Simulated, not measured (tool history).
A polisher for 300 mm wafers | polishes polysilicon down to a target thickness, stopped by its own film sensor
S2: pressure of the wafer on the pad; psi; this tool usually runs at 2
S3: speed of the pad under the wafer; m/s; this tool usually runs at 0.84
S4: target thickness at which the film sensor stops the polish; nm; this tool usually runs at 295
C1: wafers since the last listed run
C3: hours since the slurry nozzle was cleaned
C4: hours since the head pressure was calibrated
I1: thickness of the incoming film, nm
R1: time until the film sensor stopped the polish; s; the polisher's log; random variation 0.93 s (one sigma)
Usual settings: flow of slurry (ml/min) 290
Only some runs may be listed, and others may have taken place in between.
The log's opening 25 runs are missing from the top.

{"run": 26, "hour": 1341.1, "flow of slurry (ml/min)": 375, "S2": 2, "S3": 1.12, "S4": 397, "C1": 450, "wafers polished on this pad": 1046, "C3": 393.1, "C4": 580.6, "I1": 715.1, "R1": 65.5}
{"run": 27, "hour": 1394.1, "flow of slurry (ml/min)": 375, "S2": 1.8, "S3": 0.84, "S4": 396, "C1": 629, "wafers polished on this pad": 1675, "C3": 446.1, "C4": 633.6, "I1": 716.5, "R1": 90.2}
{"run": 28, "hour": 1433.2, "flow of slurry (ml/min)": 215, "S2": 2, "S3": 0.84, "S4": 295, "C1": 464, "wafers polished on this pad": 2140, "C3": 485.2, "C4": 672.7, "I1": 714.1, "R1": 109.8}
{"run": 29, "hour": 1469.5, "flow of slurry (ml/min)": 340, "S2": 1.4, "S3": 0.84, "S4": 341, "C1": 431, "wafers polished on this pad": 2571, "C3": 521.5, "C4": 709, "I1": 709.8, "R1": 136.9}
{"hour": 1520.7, "done": "slurry nozzle cleaned"}
{"run": 30, "hour": 1521.2, "flow of slurry (ml/min)": 325, "S2": 2, "S3": 1.1, "S4": 395, "C1": 602, "wafers polished on this pad": 3174, "C3": 0.5, "C4": 760.7, "I1": 714.7, "R1": 68.8}
{"run": 31, "hour": 1592.2, "flow of slurry (ml/min)": 290, "S2": 2, "S3": 0.84, "S4": 295, "C1": 843, "wafers polished on this pad": 4018, "C3": 71.5, "C4": 831.7, "I1": 709.6, "R1": 108.8}
{"run": 32, "hour": 1642.2, "flow of slurry (ml/min)": 220, "S2": 2.4, "S3": 0.56, "S4": 376, "C1": 594, "wafers polished on this pad": 4612, "C3": 121.5, "C4": 881.7, "I1": 714.3, "R1": 94.8}
{"hour": 1672.0, "done": "worn pad replaced by a new one"}
{"run": 33, "hour": 1685.4, "flow of slurry (ml/min)": 375, "S2": 2, "S3": 0.84, "S4": 157, "C1": 465, "wafers polished on this pad": 158, "C3": 164.7, "C4": 924.9, "I1": 723.6, "R1": 139.2}
{"run": 34, "hour": 1715.9, "flow of slurry (ml/min)": 290, "S2": 1.5, "S3": 1.04, "S4": 295, "C1": 362, "wafers polished on this pad": 521, "C3": 195.2, "C4": 955.4, "I1": 699.4, "R1": 116.6}
{"run": 35, "hour": 1759.3, "flow of slurry (ml/min)": 375, "S2": 2, "S3": 0.84, "S4": 157, "C1": 515, "wafers polished on this pad": 1037, "C3": 238.6, "C4": 998.8, "I1": 706.8, "R1": 138.8}
{"run": 36, "hour": 1819.9, "flow of slurry (ml/min)": 240, "S2": 2.5, "S3": 0.68, "S4": 427, "C1": 720, "wafers polished on this pad": 1757, "C3": 299.2, "C4": 1059.4, "I1": 706.8, "R1": 66.7}

Alternative continuations, all from the tool just after run 36; predict every row:
{"run": "A", "hour": 1820.4, "flow of slurry (ml/min)": 290, "S2": 2, "S3": 0.84, "S4": 295, "C1": 5, "wafers polished on this pad": 1763, "C3": 299.7, "C4": 1059.9, "I1": 700.5, "R1": "?"}
{"run": "B", "hour": 1820.4, "flow of slurry (ml/min)": 290, "S2": 1.6, "S3": 0.84, "S4": 295, "C1": 5, "wafers polished on this pad": 1763, "C3": 299.7, "C4": 1059.9, "I1": 700.5, "R1": "?"}
{"run": "C", "hour": 1820.4, "flow of slurry (ml/min)": 250, "S2": 1.7, "S3": 0.7, "S4": 295, "C1": 5, "wafers polished on this pad": 1763, "C3": 299.7, "C4": 1059.9, "I1": 700.5, "R1": "?"}
{"run": "D", "hour": 1820.4, "flow of slurry (ml/min)": 290, "S2": 2.5, "S3": 0.84, "S4": 412, "C1": 5, "wafers polished on this pad": 1763, "C3": 299.7, "C4": 1059.9, "I1": 700.5, "R1": "?"}
{"run": "E", "hour": 1820.4, "flow of slurry (ml/min)": 205, "S2": 2, "S3": 0.84, "S4": 295, "C1": 5, "wafers polished on this pad": 1763, "C3": 299.7, "C4": 1059.9, "I1": 700.5, "R1": "?"}

run=A R1=104.7
run=B R1=130.9
run=C R1=138.9
run=D R1=59.6
run=E R1=107.4
Without the tool's hidden state the same runs would have given:
run=A R1=99.3
run=B R1=124.2
run=C R1=131.7
run=D R1=56.5
run=E R1=101.9

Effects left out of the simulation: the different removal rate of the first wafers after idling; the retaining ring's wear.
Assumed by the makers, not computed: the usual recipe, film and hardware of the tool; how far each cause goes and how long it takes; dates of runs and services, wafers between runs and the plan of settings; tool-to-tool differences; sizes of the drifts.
